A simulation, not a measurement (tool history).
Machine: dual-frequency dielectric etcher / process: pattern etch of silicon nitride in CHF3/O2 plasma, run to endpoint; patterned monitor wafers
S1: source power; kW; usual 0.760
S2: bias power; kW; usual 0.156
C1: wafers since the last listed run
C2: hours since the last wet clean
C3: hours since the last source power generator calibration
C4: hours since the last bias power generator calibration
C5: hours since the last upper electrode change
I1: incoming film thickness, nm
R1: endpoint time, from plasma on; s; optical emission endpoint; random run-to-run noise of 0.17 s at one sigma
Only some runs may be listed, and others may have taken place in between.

run 1 hour=0.0 | S1=0.690 S2=0.156 | C1=0 C2=15.4 C3=3258.2 C4=3643.2 C5=5648.8 | I1=58.0 | R1=41.6
run 2 hour=204.9 | S1=0.690 S2=0.156 | C1=2713 C2=220.3 C3=3463.1 C4=3848.1 C5=5853.7 | I1=58.6 | R1=41.3
run 3 hour=272.5 | S1=0.760 S2=0.156 | C1=895 C2=287.9 C3=3530.7 C4=3915.7 C5=5921.3 | I1=58.1 | R1=40.1
run 4 hour=305.3 | S1=0.760 S2=0.156 | C1=434 C2=320.7 C3=3563.5 C4=3948.5 C5=5954.1 | I1=58.2 | R1=39.9
run 5 hour=376.8 | S1=0.760 S2=0.156 | C1=947 C2=392.2 C3=3635.0 C4=4020.0 C5=6025.6 | I1=58.7 | R1=40.1
run 6 hour=431.5 | S1=0.760 S2=0.156 | C1=724 C2=446.9 C3=3689.7 C4=4074.7 C5=6080.3 | I1=57.9 | R1=39.6
run 7 hour=469.1 | S1=0.760 S2=0.156 | C1=498 C2=484.5 C3=3727.3 C4=4112.3 C5=6117.9 | I1=58.0 | R1=39.3
run 8 hour=536.8 | S1=0.760 S2=0.156 | C1=896 C2=552.2 C3=3795.0 C4=4180.0 C5=6185.6 | I1=58.4 | R1=39.4
-- hour=574.3 wet clean of the chamber
run 9 hour=574.8 | S1=0.760 S2=0.175 | C1=185 C2=0.5 C3=3833.0 C4=4218.0 C5=6223.6 | I1=58.7 | R1=39.4
run 10 hour=607.0 | S1=0.760 S2=0.137 | C1=426 C2=32.7 C3=3865.2 C4=4250.2 C5=6255.8 | I1=58.3 | R1=42.2
-- hour=675.3 upper electrode replaced, of another model than before
run 11 hour=675.8 | S1=0.760 S2=0.137 | C1=593 C2=101.5 C3=3934.0 C4=4319.0 C5=0.5 | I1=57.9 | R1=41.2
run 12 hour=690.1 | S1=0.760 S2=0.138 | C1=189 C2=115.8 C3=3948.3 C4=4333.3 C5=14.8 | I1=58.0 | R1=41.6
run 13 hour=752.6 | S1=0.760 S2=0.156 | C1=827 C2=178.3 C3=4010.8 C4=4395.8 C5=77.3 | I1=58.2 | R1=40.3
-- hour=801.1 bias power generator calibrated
run 14 hour=802.5 | S1=0.640 S2=0.144 | C1=607 C2=228.2 C3=4060.7 C4=1.4 C5=127.2 | I1=58.2 | R1=43.7
-- hour=830.6 source power generator calibrated
run 15 hour=831.6 | S1=0.670 S2=0.131 | C1=332 C2=257.3 C3=1.0 C4=30.5 C5=156.3 | I1=58.4 | R1=43.5
run 16 hour=895.4 | S1=0.630 S2=0.123 | C1=845 C2=321.1 C3=64.8 C4=94.3 C5=220.1 | I1=57.8 | R1=44.9
run 17 hour=962.3 | S1=0.950 S2=0.156 | C1=886 C2=388.0 C3=131.7 C4=161.2 C5=287.0 | I1=58.4 | R1=36.4
run 18 hour=1006.3 | S1=0.900 S2=0.122 | C1=582 C2=432.0 C3=175.7 C4=205.2 C5=331.0 | I1=58.3 | R1=38.5
run 19 hour=1037.2 | S1=0.640 S2=0.144 | C1=409 C2=462.9 C3=206.6 C4=236.1 C5=361.9 | I1=58.2 | R1=42.8
-- hour=1087.8 wet clean of the chamber
run 20 hour=1109.1 | S1=0.940 S2=0.156 | C1=634 C2=21.3 C3=278.5 C4=308.0 C5=433.8 | I1=58.2 | R1=37.1
run 21 hour=1138.8 | S1=0.700 S2=0.120 | C1=393 C2=51.0 C3=308.2 C4=337.7 C5=463.5 | I1=58.8 | R1=44.6
run 22 hour=1264.5 | S1=0.760 S2=0.156 | C1=1664 C2=176.7 C3=433.9 C4=463.4 C5=589.2 | I1=57.7 | R1=40.0
run 23 hour=1323.7 | S1=0.600 S2=0.194 | C1=784 C2=235.9 C3=493.1 C4=522.6 C5=648.4 | I1=58.3 | R1=42.0
run 24 hour=1358.3 | S1=0.760 S2=0.156 | C1=458 C2=270.5 C3=527.7 C4=557.2 C5=683.0 | I1=58.3 | R1=40.1
run 25 hour=1416.9 | S1=0.700 S2=0.143 | C1=776 C2=329.1 C3=586.3 C4=615.8 C5=741.6 | I1=58.2 | R1=41.8
run 26 hour=1486.5 | S1=0.620 S2=0.185 | C1=921 C2=398.7 C3=655.9 C4=685.4 C5=811.2 | I1=58.7 | R1=41.4

5 options for the next run, each taken on its own from the tool as it stands now. Forecast them:
run A hour=1486.9 | S1=0.760 S2=0.156 | C1=5 C2=399.1 C3=656.3 C4=685.8 C5=811.6 | I1=59.1 | R1=?
run B hour=1486.9 | S1=0.590 S2=0.118 | C1=5 C2=399.1 C3=656.3 C4=685.8 C5=811.6 | I1=59.1 | R1=?
run C hour=1486.9 | S1=0.900 S2=0.132 | C1=5 C2=399.1 C3=656.3 C4=685.8 C5=811.6 | I1=59.1 | R1=?
run D hour=1486.9 | S1=0.760 S2=0.169 | C1=5 C2=399.1 C3=656.3 C4=685.8 C5=811.6 | I1=59.1 | R1=?
run E hour=1486.9 | S1=0.690 S2=0.193 | C1=5 C2=399.1 C3=656.3 C4=685.8 C5=811.6 | I1=59.1 | R1=?

run=A R1=40.4
run=B R1=47.2
run=C R1=39.0
run=D R1=39.7
run=E R1=40.1
Had the tool no hidden state, the same runs would have come out as:
run=A R1=41.5
run=B R1=48.6
run=C R1=40.1
run=D R1=40.8
run=E R1=41.2

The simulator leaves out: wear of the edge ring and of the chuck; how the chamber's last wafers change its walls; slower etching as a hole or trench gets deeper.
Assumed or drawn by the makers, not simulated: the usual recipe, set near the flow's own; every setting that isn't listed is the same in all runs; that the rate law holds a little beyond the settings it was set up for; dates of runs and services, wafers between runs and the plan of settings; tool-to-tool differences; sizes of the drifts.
